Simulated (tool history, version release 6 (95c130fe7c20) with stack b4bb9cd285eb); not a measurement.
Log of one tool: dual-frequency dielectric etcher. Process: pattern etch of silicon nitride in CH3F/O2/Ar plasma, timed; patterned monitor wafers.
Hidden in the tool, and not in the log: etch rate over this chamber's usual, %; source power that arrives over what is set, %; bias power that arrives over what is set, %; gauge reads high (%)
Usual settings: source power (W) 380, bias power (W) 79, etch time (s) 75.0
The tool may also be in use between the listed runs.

run	day	source power (W)	bias power (W)	etch time (s)	wafers since the last listed run	hours since the last wet clean	hours since the last source power generator calibration	hours since the last bias power generator calibration	hours since the last upper electrode change	hours since the gauge calibration	read-back reference wafer on the same gauge, depth_nm	mean etch depth across the wafer (Å)
1	0.000	380	79	75.0	0	354.2	1843.7	3169.5	3900.0	8.1	59.1	510
2	0.608	380	79	75.0	113	368.8	1858.3	3184.1	3914.6	22.7	59.2	513
3	1.275	380	79	75.0	124	384.8	1874.3	3200.1	3930.6	38.7	59.1	513
4	1.879	380	79	82.5	112	399.3	1888.8	3214.6	3945.1	53.2	59.2	563
5	3.704	380	79	82.5	340	443.1	1932.6	3258.4	3988.9	97.0	59.3	560
6	4.217	380	79	75.0	95	455.4	1944.9	3270.7	4001.2	109.3	59.2	510
7	4.625	380	79	75.0	76	465.2	1954.7	3280.5	4011.0	119.1	59.2	509
8	4.954	380	79	75.0	61	473.1	1962.6	3288.4	4018.9	127.0	59.2	510
# day 5.138: source power generator calibrated
9	5.300	380	84	75.0	33	481.4	3.9	3296.7	4027.2	135.3	59.3	522
10	5.804	380	84	75.0	94	493.5	16.0	3308.8	4039.3	147.4	59.2	519
11	6.275	380	79	75.0	87	504.8	27.3	3320.1	4050.6	158.7	59.2	509
12	7.004	300	79	75.0	136	522.3	44.8	3337.6	4068.1	176.2	59.1	476
13	7.538	380	63	75.0	99	535.1	57.6	3350.4	4080.9	189.0	59.3	453
14	8.008	380	79	75.0	87	546.4	68.9	3361.7	4092.2	200.3	59.2	508
# day 9.171: bias power generator calibrated
# day 9.308: upper electrode replaced
# day 9.471: wet clean of the chamber
15	9.492	380	91	75.0	189	0.5	104.5	7.7	4.4	235.9	59.1	555
16	9.508	410	79	93.0	3	0.9	104.9	8.1	4.8	236.3	59.2	657
17	9.521	340	71	57.0	2	1.2	105.2	8.4	5.1	236.6	59.2	363
# day 9.608: gauge calibrated
18	9.758	380	79	75.0	44	6.9	110.9	14.1	10.8	3.6	59.2	518
19	10.246	380	79	64.0	91	18.6	122.6	25.8	22.5	15.3	59.2	443
20	10.571	380	79	68.0	60	26.4	130.4	33.6	30.3	23.1	59.3	470
21	11.288	420	86	52.5	133	43.6	147.6	50.8	47.5	40.3	59.2	389
22	11.558	450	79	75.0	50	50.1	154.1	57.3	54.0	46.8	59.2	547
23	12.238	380	72	83.0	126	66.4	170.4	73.6	70.3	63.1	59.2	552
24	12.638	420	90	55.0	74	76.0	180.0	83.2	79.9	72.7	59.2	416
25	13.333	380	79	75.0	129	92.7	196.7	99.9	96.6	89.4	59.2	521
26	13.829	380	69	68.0	92	104.6	208.6	111.8	108.5	101.3	59.2	438

Hidden state or all else? Some run-to-run changes of mean etch depth across the wafer (Å), split into what the settings, what came in and random variation would give without the hidden state, and what is left for the hidden state (with any gauge scatter that isn't in both results):
Run 13 -> 14: bias power (W) 63 -> 79. mean etch depth across the wafer (Å) +55: hidden state -3, all else +58.
Run 14 -> 15: bias power (W) 79 -> 91, bias power generator calibrated, upper electrode replaced, wet clean of the chamber. mean etch depth across the wafer (Å) +47: hidden state +16, all else +31.
Run 16 -> 17: source power (W) 410 -> 340, bias power (W) 79 -> 71, etch time (s) 93.0 -> 57.0. mean etch depth across the wafer (Å) -294: hidden state +0, all else -294.
Run 21 -> 22: source power (W) 420 -> 450, bias power (W) 86 -> 79, etch time (s) 52.5 -> 75.0. mean etch depth across the wafer (Å) +158: hidden state -1, all else +159.

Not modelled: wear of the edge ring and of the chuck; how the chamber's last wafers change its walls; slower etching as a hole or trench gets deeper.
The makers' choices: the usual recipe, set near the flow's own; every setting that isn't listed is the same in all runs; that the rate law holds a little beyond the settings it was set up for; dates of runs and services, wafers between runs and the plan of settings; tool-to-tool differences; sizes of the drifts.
